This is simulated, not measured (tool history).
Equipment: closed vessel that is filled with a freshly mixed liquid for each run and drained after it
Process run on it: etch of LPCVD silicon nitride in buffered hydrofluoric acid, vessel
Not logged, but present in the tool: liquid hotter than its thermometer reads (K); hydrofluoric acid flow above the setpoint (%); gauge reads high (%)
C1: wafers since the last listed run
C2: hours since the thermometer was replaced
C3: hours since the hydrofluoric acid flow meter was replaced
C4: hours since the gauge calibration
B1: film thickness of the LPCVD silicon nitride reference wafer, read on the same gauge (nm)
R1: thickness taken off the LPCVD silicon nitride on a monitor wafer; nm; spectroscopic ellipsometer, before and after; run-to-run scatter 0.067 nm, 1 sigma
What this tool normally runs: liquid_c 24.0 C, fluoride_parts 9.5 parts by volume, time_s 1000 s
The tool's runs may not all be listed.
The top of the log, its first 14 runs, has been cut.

run 15 hour=194.6 | liquid_c=20.0 fluoride_parts=9.5 time_s=455 | C1=333 C2=46.7 C3=1843.0 C4=92.3 | B1=39.99 | R1=7.18
run 16 hour=203.5 | liquid_c=21.5 fluoride_parts=7.0 time_s=1300 | C1=449 C2=55.6 C3=1851.9 C4=101.2 | B1=39.99 | R1=30.25
run 17 hour=217.2 | liquid_c=20.5 fluoride_parts=6.5 time_s=1235 | C1=692 C2=69.3 C3=1865.6 C4=114.9 | B1=39.99 | R1=29.06
run 18 hour=229.3 | liquid_c=24.0 fluoride_parts=9.5 time_s=1000 | C1=611 C2=81.4 C3=1877.7 C4=127.0 | B1=40.01 | R1=19.73
run 19 hour=243.5 | liquid_c=28.0 fluoride_parts=7.5 time_s=1000 | C1=717 C2=95.6 C3=1891.9 C4=141.2 | B1=40.06 | R1=31.57
-- hour=247.0 hydrofluoric acid flow meter replaced
run 20 hour=256.3 | liquid_c=24.0 fluoride_parts=8.0 time_s=1000 | C1=596 C2=108.4 C3=9.3 C4=154.0 | B1=40.01 | R1=21.26
run 21 hour=274.2 | liquid_c=27.5 fluoride_parts=10.5 time_s=1495 | C1=904 C2=126.3 C3=27.2 C4=171.9 | B1=39.99 | R1=30.25
run 22 hour=290.0 | liquid_c=21.5 fluoride_parts=6.5 time_s=680 | C1=798 C2=142.1 C3=43.0 C4=187.7 | B1=40.00 | R1=15.56
run 23 hour=297.3 | liquid_c=21.0 fluoride_parts=9.5 time_s=1000 | C1=368 C2=149.4 C3=50.3 C4=195.0 | B1=40.03 | R1=15.27
run 24 hour=305.5 | liquid_c=28.5 fluoride_parts=11.0 time_s=1330 | C1=414 C2=157.6 C3=58.5 C4=203.2 | B1=39.98 | R1=27.22
run 25 hour=316.0 | liquid_c=24.0 fluoride_parts=9.5 time_s=1000 | C1=530 C2=168.1 C3=69.0 C4=213.7 | B1=40.03 | R1=18.05
run 26 hour=322.1 | liquid_c=21.5 fluoride_parts=6.5 time_s=680 | C1=308 C2=174.2 C3=75.1 C4=219.8 | B1=40.01 | R1=15.63
run 27 hour=337.0 | liquid_c=20.0 fluoride_parts=12.5 time_s=1475 | C1=752 C2=189.1 C3=90.0 C4=234.7 | B1=40.01 | R1=16.78
run 28 hour=352.1 | liquid_c=26.5 fluoride_parts=13.0 time_s=1000 | C1=762 C2=204.2 C3=105.1 C4=249.8 | B1=39.94 | R1=15.75
run 29 hour=361.6 | liquid_c=28.5 fluoride_parts=11.0 time_s=1000 | C1=479 C2=213.7 C3=114.6 C4=259.3 | B1=40.03 | R1=20.51
run 30 hour=375.3 | liquid_c=24.0 fluoride_parts=8.0 time_s=1000 | C1=692 C2=227.4 C3=128.3 C4=273.0 | B1=40.01 | R1=21.55
run 31 hour=384.4 | liquid_c=26.5 fluoride_parts=9.5 time_s=1000 | C1=459 C2=236.5 C3=137.4 C4=282.1 | B1=39.95 | R1=20.78
run 32 hour=392.1 | liquid_c=24.0 fluoride_parts=9.5 time_s=1000 | C1=389 C2=244.2 C3=145.1 C4=289.8 | B1=40.00 | R1=18.23

Branching from run 32: 4 alternative next runs. What would each branch give?
run A hour=393.0 | liquid_c=28.0 fluoride_parts=9.5 time_s=1000 | C1=45 C2=245.1 C3=146.0 C4=290.7 | B1=? | R1=?
run B hour=393.0 | liquid_c=21.5 fluoride_parts=12.5 time_s=1000 | C1=45 C2=245.1 C3=146.0 C4=290.7 | B1=? | R1=?
run C hour=393.0 | liquid_c=22.5 fluoride_parts=11.5 time_s=1000 | C1=45 C2=245.1 C3=146.0 C4=290.7 | B1=? | R1=?
run D hour=393.0 | liquid_c=28.5 fluoride_parts=12.0 time_s=830 | C1=45 C2=245.1 C3=146.0 C4=290.7 | B1=? | R1=?

run=A B1=40.04 R1=22.59
run=B B1=40.04 R1=12.46
run=C B1=40.04 R1=14.29
run=D B1=40.04 R1=15.71
Had the tool no hidden state, the same runs would have come out as:
run=A R1=21.62
run=B R1=11.83
run=C R1=13.57
run=D R1=14.94

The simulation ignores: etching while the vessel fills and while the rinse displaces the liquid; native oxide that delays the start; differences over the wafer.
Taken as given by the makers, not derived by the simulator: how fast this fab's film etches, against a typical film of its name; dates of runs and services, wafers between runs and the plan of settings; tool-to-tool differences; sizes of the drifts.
